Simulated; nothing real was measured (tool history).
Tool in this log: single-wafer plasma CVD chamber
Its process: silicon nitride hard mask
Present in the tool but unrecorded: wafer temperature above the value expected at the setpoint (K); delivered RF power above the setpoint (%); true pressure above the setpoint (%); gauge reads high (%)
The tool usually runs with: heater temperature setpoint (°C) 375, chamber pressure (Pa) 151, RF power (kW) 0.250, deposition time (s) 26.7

run   hour  heater temperature setpoint (°C)  chamber pressure (Pa)  RF power (kW)  deposition time (s)  wafers since the last listed run  hours since the last thermocouple change  hours since the last RF generator calibration  hours since the last manometer calibration  hours since the showerhead was replaced  hours since the gauge calibration  read-back reference wafer on the same gauge, thickness_nm  mean film thickness on the monitor wafer (nm)
  1    0.0                               375                    151          0.250                 26.7                                 0                                    1623.8                                         2018.5                                      1015.6                                   3585.6                              260.7                                                     22.309                                         22.977
  2   82.3                               375                    151          0.250                 26.7                              1085                                    1706.1                                         2100.8                                      1097.9                                   3667.9                              343.0                                                     22.311                                         22.968
  3  103.9                               375                    151          0.250                 26.7                               285                                    1727.7                                         2122.4                                      1119.5                                   3689.5                              364.6                                                     22.301                                         22.990
  4  119.3                               364                    151          0.250                 28.0                               203                                    1743.1                                         2137.8                                      1134.9                                   3704.9                              380.0                                                     22.300                                         24.282
  5  150.6                               364                    151          0.250                 28.0                               413                                    1774.4                                         2169.1                                      1166.2                                   3736.2                              411.3                                                     22.303                                         24.184
  6  169.5                               375                    151          0.250                 23.2                               249                                    1793.3                                         2188.0                                      1185.1                                   3755.1                              430.2                                                     22.302                                         20.060
  7  185.0                               375                    151          0.250                 23.2                               204                                    1808.8                                         2203.5                                      1200.6                                   3770.6                              445.7                                                     22.301                                         19.940
  8  214.0                               375                    151          0.250                 23.2                               382                                    1837.8                                         2232.5                                      1229.6                                   3799.6                              474.7                                                     22.299                                         19.994
  9  231.0                               375                    151          0.265                 26.7                               224                                    1854.8                                         2249.5                                      1246.6                                   3816.6                              491.7                                                     22.297                                         23.839
     246.4  -- capacitance manometer re-zeroed and calibrated
     259.0  -- thermocouple changed; heater temperature recalibrated
     296.5  -- RF generator calibrated
 10  309.8                               379                    136          0.250                 26.7                               723                                      50.8                                           13.3                                        63.4                                   3895.4                              570.5                                                     22.301                                         22.404
 11  333.2                               389                    188          0.250                 28.6                               308                                      74.2                                           36.7                                        86.8                                   3918.8                              593.9                                                     22.285                                         27.196
 12  352.7                               367                    151          0.290                 24.7                               257                                      93.7                                           56.2                                       106.3                                   3938.3                              613.4                                                     22.300                                         24.011
 13  372.4                               386                    171          0.250                 26.7                               259                                     113.4                                           75.9                                       126.0                                   3958.0                              633.1                                                     22.284                                         24.560

What does the tool deliver on the next run?
 14  403.5                               375                    151          0.220                 26.7                               410                                     144.5                                          107.0                                       157.1                                   3989.1                              664.2                                                          ?                                              ?

Logged for run 14: read-back reference wafer on the same gauge, thickness_nm 22.289, mean film thickness on the monitor wafer (nm) 21.618.
Were there no unlogged condition in the tool, this run, its random variation unchanged, would have produced mean film thickness on the monitor wafer (nm) 20.733.

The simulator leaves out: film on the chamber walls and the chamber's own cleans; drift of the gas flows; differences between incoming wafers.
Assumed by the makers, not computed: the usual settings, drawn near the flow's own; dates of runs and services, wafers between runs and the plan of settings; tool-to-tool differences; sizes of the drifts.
